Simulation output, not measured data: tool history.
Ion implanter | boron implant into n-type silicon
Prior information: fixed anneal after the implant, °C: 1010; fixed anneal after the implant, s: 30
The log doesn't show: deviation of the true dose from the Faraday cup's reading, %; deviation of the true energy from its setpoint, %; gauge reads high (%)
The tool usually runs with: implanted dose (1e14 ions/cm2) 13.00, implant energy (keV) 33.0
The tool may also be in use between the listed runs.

| run | hour | implanted dose (1e14 ions/cm2) | implant energy (keV) | wafers since the last listed run | hours since the last dose calibration | hours since the extraction supply was calibrated | hours since the gauge calibration | read-back reference wafer on the same gauge, sheet resistance | sheet resistance of the implanted and annealed layer (ohm/square) |
|---|---|---|---|---|---|---|---|---|---|
| 1 | 0.0 | 13.00 | 33.0 | 0 | 767.9 | 3238.9 | 84.5 | 100.90 | 95.00 |
| 2 | 56.4 | 13.00 | 33.0 | 968 | 824.3 | 3295.3 | 140.9 | 100.95 | 95.25 |
| 3 | 150.2 | 13.00 | 41.5 | 1610 | 918.1 | 3389.1 | 234.7 | 100.89 | 93.47 |
| 4 | 184.8 | 13.00 | 41.5 | 594 | 952.7 | 3423.7 | 269.3 | 100.94 | 94.09 |
| 5 | 209.8 | 13.00 | 41.5 | 429 | 977.7 | 3448.7 | 294.3 | 100.88 | 93.35 |
| 6 | 261.3 | 13.00 | 33.0 | 884 | 1029.2 | 3500.2 | 345.8 | 100.86 | 95.28 |
|  | 292.0 | extraction supply calibrated |
|  | 294.8 | Faraday cup replaced and dose calibrated |
| 7 | 295.3 | 13.00 | 33.0 | 398 | 0.5 | 3.3 | 379.8 | 100.84 | 91.96 |
| 8 | 338.0 | 14.26 | 40.5 | 733 | 43.2 | 46.0 | 422.5 | 100.89 | 84.47 |
|  | 370.7 | gauge calibrated |
| 9 | 378.4 | 13.00 | 33.0 | 693 | 83.6 | 86.4 | 7.7 | 100.99 | 92.92 |
| 10 | 411.5 | 15.43 | 37.0 | 568 | 116.7 | 119.5 | 40.8 | 100.82 | 81.06 |
| 11 | 473.7 | 13.00 | 33.0 | 1068 | 178.9 | 181.7 | 103.0 | 101.03 | 93.66 |
| 12 | 501.9 | 9.11 | 25.0 | 484 | 207.1 | 209.9 | 131.2 | 100.80 | 129.28 |
| 13 | 564.7 | 11.92 | 33.0 | 1078 | 269.9 | 272.7 | 194.0 | 100.86 | 101.14 |
| 14 | 603.5 | 13.00 | 33.0 | 666 | 308.7 | 311.5 | 232.8 | 100.83 | 94.06 |
| 15 | 665.0 | 10.50 | 28.0 | 1056 | 370.2 | 373.0 | 294.3 | 100.91 | 114.86 |
| 16 | 735.3 | 14.49 | 21.5 | 1207 | 440.5 | 443.3 | 364.6 | 100.84 | 90.23 |
| 17 | 766.8 | 14.65 | 28.0 | 540 | 472.0 | 474.8 | 396.1 | 100.90 | 88.18 |
| 18 | 830.0 | 11.15 | 39.5 | 1085 | 535.2 | 538.0 | 459.3 | 100.89 | 107.39 |

For each entry between runs, how does the tool's hidden state at the last listed run before it compare with that at the first listed run after it?
Between runs 6 and 7: extraction supply calibrated (hour 292.0); Faraday cup replaced and dose calibrated (hour 294.8)
  deviation of the true dose from the Faraday cup's reading, %: -3.85 -> -0.27
  measured result minus the result with no hidden state, sheet resistance of the implanted and annealed layer (ohm/square): +3.02 -> +0.20
Between runs 8 and 9: gauge calibrated (hour 370.7)
  deviation of the true dose from the Faraday cup's reading, %: -0.789 -> -1.23
  measured result minus the result with no hidden state, sheet resistance of the implanted and annealed layer (ohm/square): +0.55 -> +0.95
